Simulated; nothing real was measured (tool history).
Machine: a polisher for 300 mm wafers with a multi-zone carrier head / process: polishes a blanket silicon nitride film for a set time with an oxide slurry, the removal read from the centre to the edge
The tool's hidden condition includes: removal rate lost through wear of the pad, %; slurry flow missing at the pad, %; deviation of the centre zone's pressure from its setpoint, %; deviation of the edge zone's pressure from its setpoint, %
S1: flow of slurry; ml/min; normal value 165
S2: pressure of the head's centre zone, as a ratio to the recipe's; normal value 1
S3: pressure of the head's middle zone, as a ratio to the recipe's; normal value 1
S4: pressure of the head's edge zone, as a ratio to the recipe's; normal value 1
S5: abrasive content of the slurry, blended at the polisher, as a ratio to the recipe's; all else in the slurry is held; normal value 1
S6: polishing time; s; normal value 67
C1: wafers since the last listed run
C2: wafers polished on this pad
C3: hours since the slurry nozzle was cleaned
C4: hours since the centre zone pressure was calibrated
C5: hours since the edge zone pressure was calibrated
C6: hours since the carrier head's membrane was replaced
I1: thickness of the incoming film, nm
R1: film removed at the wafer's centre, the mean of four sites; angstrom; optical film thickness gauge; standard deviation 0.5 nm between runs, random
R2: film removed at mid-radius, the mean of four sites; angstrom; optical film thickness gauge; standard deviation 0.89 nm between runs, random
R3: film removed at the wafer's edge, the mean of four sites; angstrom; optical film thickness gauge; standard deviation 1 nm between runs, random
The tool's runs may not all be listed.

| run | hour | S1 | S2 | S3 | S4 | S5 | S6 | C1 | C2 | C3 | C4 | C5 | C6 | I1 | R1 | R2 | R3 |
|---|---|---|---|---|---|---|---|---|---|---|---|---|---|---|---|---|---|
| 1 | 0 | 165 | 1 | 1 | 1 | 1 | 67 | 0 | 1117 | 607.8 | 951.5 | 413.6 | 670.1 | 287.3 | 750 | 709 | 704 |
|  | 19.6 | slurry nozzle cleaned |
| 2 | 32.6 | 165 | 1 | 1 | 1 | 1 | 67 | 244 | 1361 | 13 | 984.1 | 446.2 | 702.7 | 294.5 | 753 | 689 | 719 |
| 3 | 79.5 | 165 | 1 | 1 | 0.93 | 1 | 73 | 363 | 1724 | 59.9 | 1031 | 493.1 | 749.6 | 287.6 | 811 | 751 | 727 |
|  | 94.3 | carrier head's membrane replaced by a new one |
|  | 221.4 | centre zone pressure recalibrated |
| 4 | 268 | 165 | 1 | 1 | 0.93 | 1 | 73 | 1405 | 3129 | 248.4 | 46.6 | 681.6 | 173.7 | 291.5 | 747 | 741 | 737 |
|  | 273.2 | worn pad replaced by a new one |
| 5 | 304.5 | 165 | 1 | 1 | 0.93 | 1 | 73 | 251 | 241 | 284.9 | 83.1 | 718.1 | 210.2 | 284.4 | 764 | 772 | 735 |
|  | 307 | edge zone pressure recalibrated |
| 6 | 371.9 | 165 | 1 | 1.08 | 1 | 1 | 67 | 506 | 748 | 352.3 | 150.5 | 64.9 | 277.6 | 292.8 | 705 | 741 | 703 |
| 7 | 431.1 | 165 | 1 | 1 | 1 | 1 | 67 | 458 | 1206 | 411.5 | 209.7 | 124.1 | 336.8 | 286.9 | 711 | 706 | 690 |
| 8 | 487.9 | 205 | 0.94 | 0.91 | 1 | 1 | 67 | 439 | 1646 | 468.3 | 266.5 | 180.9 | 393.6 | 289.8 | 701 | 692 | 718 |
| 9 | 520.7 | 165 | 1.1 | 1.06 | 1 | 1 | 67 | 253 | 1900 | 501.1 | 299.3 | 213.7 | 426.4 | 284.1 | 772 | 710 | 691 |
| 10 | 586.5 | 165 | 1 | 1 | 1 | 0.75 | 67 | 509 | 2409 | 566.9 | 365.1 | 279.5 | 492.2 | 291.6 | 538 | 539 | 536 |
| 11 | 628.4 | 120 | 1 | 1.06 | 1 | 1 | 77 | 324 | 2733 | 608.8 | 407 | 321.4 | 534.1 | 291.3 | 765 | 774 | 761 |
|  | 666.5 | worn pad replaced by a new one |
|  | 691.7 | slurry nozzle cleaned |
| 12 | 695.6 | 165 | 1 | 1 | 1 | 1 | 67 | 481 | 217 | 3.9 | 474.2 | 388.6 | 601.3 | 292 | 716 | 694 | 701 |
| 13 | 753.7 | 165 | 1 | 1 | 1 | 1 | 67 | 449 | 667 | 62 | 532.3 | 446.7 | 659.4 | 287.5 | 723 | 700 | 678 |
| 14 | 811.4 | 165 | 1 | 1 | 1 | 1 | 85 | 446 | 1113 | 119.7 | 590 | 504.4 | 717.1 | 294.9 | 936 | 904 | 889 |
| 15 | 840.4 | 165 | 0.93 | 1.05 | 1 | 1.2 | 67 | 224 | 1338 | 148.7 | 619 | 533.4 | 746.1 | 288.9 | 782 | 823 | 775 |
|  | 871.6 | carrier head's membrane replaced by a new one |
| 16 | 874.9 | 165 | 1 | 1 | 1 | 1 | 67 | 228 | 1566 | 183.2 | 653.5 | 567.9 | 3.3 | 290.1 | 743 | 703 | 686 |
|  | 929.7 | edge zone pressure recalibrated |
| 17 | 944.3 | 165 | 0.9 | 1 | 0.91 | 0.9 | 84 | 521 | 2088 | 252.6 | 722.9 | 14.6 | 72.7 | 287.2 | 787 | 832 | 775 |
| 18 | 973.3 | 145 | 1 | 1 | 1 | 1 | 67 | 224 | 2312 | 281.6 | 751.9 | 43.6 | 101.7 | 287.8 | 721 | 686 | 678 |
| 19 | 1006.9 | 165 | 0.93 | 0.97 | 1 | 0.7 | 67 | 260 | 2572 | 315.2 | 785.5 | 77.2 | 135.3 | 293.6 | 478 | 479 | 496 |
|  | 1062.9 | worn pad replaced by a new one |
| 20 | 1063.6 | 165 | 1 | 1 | 0.95 | 1 | 74 | 407 | 5 | 371.9 | 842.2 | 133.9 | 192 | 290.3 | 816 | 767 | 753 |
| 21 | 1123.3 | 210 | 1 | 1.05 | 1 | 1 | 67 | 462 | 467 | 431.6 | 901.9 | 193.6 | 251.7 | 295.2 | 779 | 737 | 696 |
| 22 | 1182.7 | 165 | 1 | 1 | 1 | 1 | 67 | 459 | 927 | 491 | 961.3 | 253 | 311.1 | 290.4 | 741 | 693 | 707 |

3 ways to go on from here, each from the tool as it stands after run 22. What would each give?
| A | 1183.2 | 165 | 1 | 1 | 1 | 1 | 67 | 3 | 931 | 491.5 | 961.8 | 253.5 | 311.6 | 284.6 | ? | ? | ? |
| B | 1183.2 | 115 | 1 | 0.89 | 1.05 | 1 | 67 | 3 | 931 | 491.5 | 961.8 | 253.5 | 311.6 | 284.6 | ? | ? | ? |
| C | 1183.2 | 165 | 0.89 | 1 | 1 | 1 | 51 | 3 | 931 | 491.5 | 961.8 | 253.5 | 311.6 | 284.6 | ? | ? | ? |

| run | R1 | R2 | R3 |
|---|---|---|---|
| A | 735 | 705 | 701 |
| B | 667 | 603 | 676 |
| C | 512 | 537 | 534 |
What these runs would have given with no unlogged condition in the tool:
| run | R1 | R2 | R3 |
|---|---|---|---|
| A | 675 | 706 | 701 |
| B | 612 | 603 | 676 |
| C | 469 | 537 | 534 |

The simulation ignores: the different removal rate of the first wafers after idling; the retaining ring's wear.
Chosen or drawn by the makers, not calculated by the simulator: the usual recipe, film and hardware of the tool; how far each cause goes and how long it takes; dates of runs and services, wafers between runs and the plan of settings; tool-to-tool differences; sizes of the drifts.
